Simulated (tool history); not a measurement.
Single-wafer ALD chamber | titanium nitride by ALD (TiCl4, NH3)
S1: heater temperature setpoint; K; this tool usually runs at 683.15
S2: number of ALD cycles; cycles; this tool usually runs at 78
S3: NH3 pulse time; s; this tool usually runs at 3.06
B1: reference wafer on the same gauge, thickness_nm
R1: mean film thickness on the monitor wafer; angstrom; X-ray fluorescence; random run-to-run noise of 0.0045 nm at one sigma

run,hour,S1,S2,S3,B1,R1
1,0,683.15,78,3.06,1.749,18.43
2,64.9,683.15,78,3.06,1.75,18.44
3,128.8,683.15,78,2.24,1.751,18.38
4,173.4,683.15,78,3.06,1.75,18.43
5,207.2,683.15,78,3.06,1.75,18.42
6,269.3,683.15,78,3.06,1.749,18.48
7,328.5,683.15,78,3.06,1.749,18.42
8,359.3,683.15,78,3.06,1.75,18.53
9,397.5,683.15,78,3.06,1.751,18.41
10,428.3,683.15,78,3.06,1.75,18.45
11,464.3,683.15,78,3.06,1.751,18.45
12,497,683.15,78,3.06,1.75,18.42
13,562.7,674.15,73,2.22,1.75,17.16
14,632.8,679.15,74,2.66,1.752,17.39
15,695.6,694.15,73,3.06,1.75,17.29
16,739.7,677.15,66,2.73,1.749,15.65
17,786.4,676.15,68,2.69,1.75,16.01
18,817.5,696.15,68,3.52,1.748,16.13
19,851.8,674.15,78,4.18,1.751,18.57

Withheld: 3 entries from between the runs. Position of each, and hidden state at the listed run before versus the listed run after:
Logged between run 5 and run 6: showerhead replaced (hour 257.4)
  the hidden state is the same at both runs
Logged between run 6 and run 7: thermocouple changed; heater temperature recalibrated (hour 280.9)
  the hidden state is the same at both runs
Logged between run 13 and run 14: gauge calibrated (hour 610.9)
  the hidden state is the same at both runs
